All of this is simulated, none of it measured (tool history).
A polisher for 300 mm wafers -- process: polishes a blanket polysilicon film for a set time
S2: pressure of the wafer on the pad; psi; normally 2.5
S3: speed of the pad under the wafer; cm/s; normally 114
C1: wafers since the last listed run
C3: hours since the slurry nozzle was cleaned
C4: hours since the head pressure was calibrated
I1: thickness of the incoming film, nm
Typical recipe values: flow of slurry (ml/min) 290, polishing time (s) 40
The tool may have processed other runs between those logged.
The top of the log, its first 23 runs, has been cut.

run 24 hour=1079.0 | flow_of_slurry_(ml/min)=290 S2=2.5 S3=114 polishing_time_(s)=40 | C1=720 wafers_polished_on_this_pad=6755 C3=322.3 C4=267.7 | I1=938.3 | film_removed_(Å)=2716
run 25 hour=1126.4 | flow_of_slurry_(ml/min)=240 S2=2.5 S3=114 polishing_time_(s)=40 | C1=720 wafers_polished_on_this_pad=7476 C3=369.7 C4=315.1 | I1=943.1 | film_removed_(Å)=2659
run 26 hour=1171.3 | flow_of_slurry_(ml/min)=290 S2=2.5 S3=114 polishing_time_(s)=40 | C1=682 wafers_polished_on_this_pad=8159 C3=414.6 C4=360.0 | I1=928.4 | film_removed_(Å)=2692
-- hour=1179.1 worn pad replaced by a new one
run 27 hour=1317.9 | flow_of_slurry_(ml/min)=290 S2=2.5 S3=84 polishing_time_(s)=44 | C1=2168 wafers_polished_on_this_pad=2111 C3=561.2 C4=506.6 | I1=939.1 | film_removed_(Å)=2401
-- hour=1325.0 slurry nozzle cleaned
run 28 hour=1386.4 | flow_of_slurry_(ml/min)=290 S2=1.6 S3=114 polishing_time_(s)=40 | C1=1026 wafers_polished_on_this_pad=3137 C3=61.4 C4=575.1 | I1=941.3 | film_removed_(Å)=1942
run 29 hour=1417.9 | flow_of_slurry_(ml/min)=290 S2=2.5 S3=80 polishing_time_(s)=48 | C1=478 wafers_polished_on_this_pad=3616 C3=92.9 C4=606.6 | I1=938.5 | film_removed_(Å)=2436
run 30 hour=1470.7 | flow_of_slurry_(ml/min)=375 S2=3.2 S3=114 polishing_time_(s)=31 | C1=802 wafers_polished_on_this_pad=4419 C3=145.7 C4=659.4 | I1=958.3 | film_removed_(Å)=2586
run 31 hour=1537.1 | flow_of_slurry_(ml/min)=245 S2=2.5 S3=114 polishing_time_(s)=45 | C1=1009 wafers_polished_on_this_pad=5429 C3=212.1 C4=725.8 | I1=941.5 | film_removed_(Å)=3008
-- hour=1575.4 head pressure recalibrated
run 32 hour=1588.7 | flow_of_slurry_(ml/min)=225 S2=2.5 S3=114 polishing_time_(s)=40 | C1=754 wafers_polished_on_this_pad=6183 C3=263.7 C4=13.3 | I1=918.7 | film_removed_(Å)=2696
-- hour=1631.2 worn pad replaced by a new one
run 33 hour=1639.0 | flow_of_slurry_(ml/min)=290 S2=3.1 S3=128 polishing_time_(s)=40 | C1=704 wafers_polished_on_this_pad=118 C3=314.0 C4=63.6 | I1=933.9 | film_removed_(Å)=3515
run 34 hour=1666.5 | flow_of_slurry_(ml/min)=290 S2=1.6 S3=98 polishing_time_(s)=40 | C1=418 wafers_polished_on_this_pad=536 C3=341.5 C4=91.1 | I1=957.9 | film_removed_(Å)=1712
run 35 hour=1704.7 | flow_of_slurry_(ml/min)=190 S2=3.0 S3=114 polishing_time_(s)=40 | C1=580 wafers_polished_on_this_pad=1117 C3=379.7 C4=129.3 | I1=927.0 | film_removed_(Å)=3064
-- hour=1902.8 slurry nozzle cleaned
run 36 hour=1905.8 | flow_of_slurry_(ml/min)=290 S2=2.5 S3=114 polishing_time_(s)=40 | C1=3042 wafers_polished_on_this_pad=4160 C3=3.0 C4=330.4 | I1=938.1 | film_removed_(Å)=2675

Below are 5 alternative next runs, each starting from the tool's condition after run 36. Predict each:
run A hour=1906.2 | flow_of_slurry_(ml/min)=290 S2=2.5 S3=82 polishing_time_(s)=40 | C1=6 wafers_polished_on_this_pad=4166 C3=3.4 C4=330.8 | I1=944.4 | film_removed_(Å)=?
run B hour=1906.2 | flow_of_slurry_(ml/min)=330 S2=2.5 S3=76 polishing_time_(s)=40 | C1=6 wafers_polished_on_this_pad=4166 C3=3.4 C4=330.8 | I1=944.4 | film_removed_(Å)=?
run C hour=1906.2 | flow_of_slurry_(ml/min)=290 S2=2.5 S3=114 polishing_time_(s)=29 | C1=6 wafers_polished_on_this_pad=4166 C3=3.4 C4=330.8 | I1=944.4 | film_removed_(Å)=?
run D hour=1906.2 | flow_of_slurry_(ml/min)=290 S2=2.5 S3=148 polishing_time_(s)=40 | C1=6 wafers_polished_on_this_pad=4166 C3=3.4 C4=330.8 | I1=944.4 | film_removed_(Å)=?
run E hour=1906.2 | flow_of_slurry_(ml/min)=290 S2=3.3 S3=114 polishing_time_(s)=46 | C1=6 wafers_polished_on_this_pad=4166 C3=3.4 C4=330.8 | I1=944.4 | film_removed_(Å)=?

run=A film_removed_(Å)=2134
run=B film_removed_(Å)=2035
run=C film_removed_(Å)=2000
run=D film_removed_(Å)=3422
run=E film_removed_(Å)=3977
Stripped of hidden state, with their random variation kept, the same runs would have yielded:
run=A film_removed_(Å)=2134
run=B film_removed_(Å)=2035
run=C film_removed_(Å)=2000
run=D film_removed_(Å)=3422
run=E film_removed_(Å)=3977
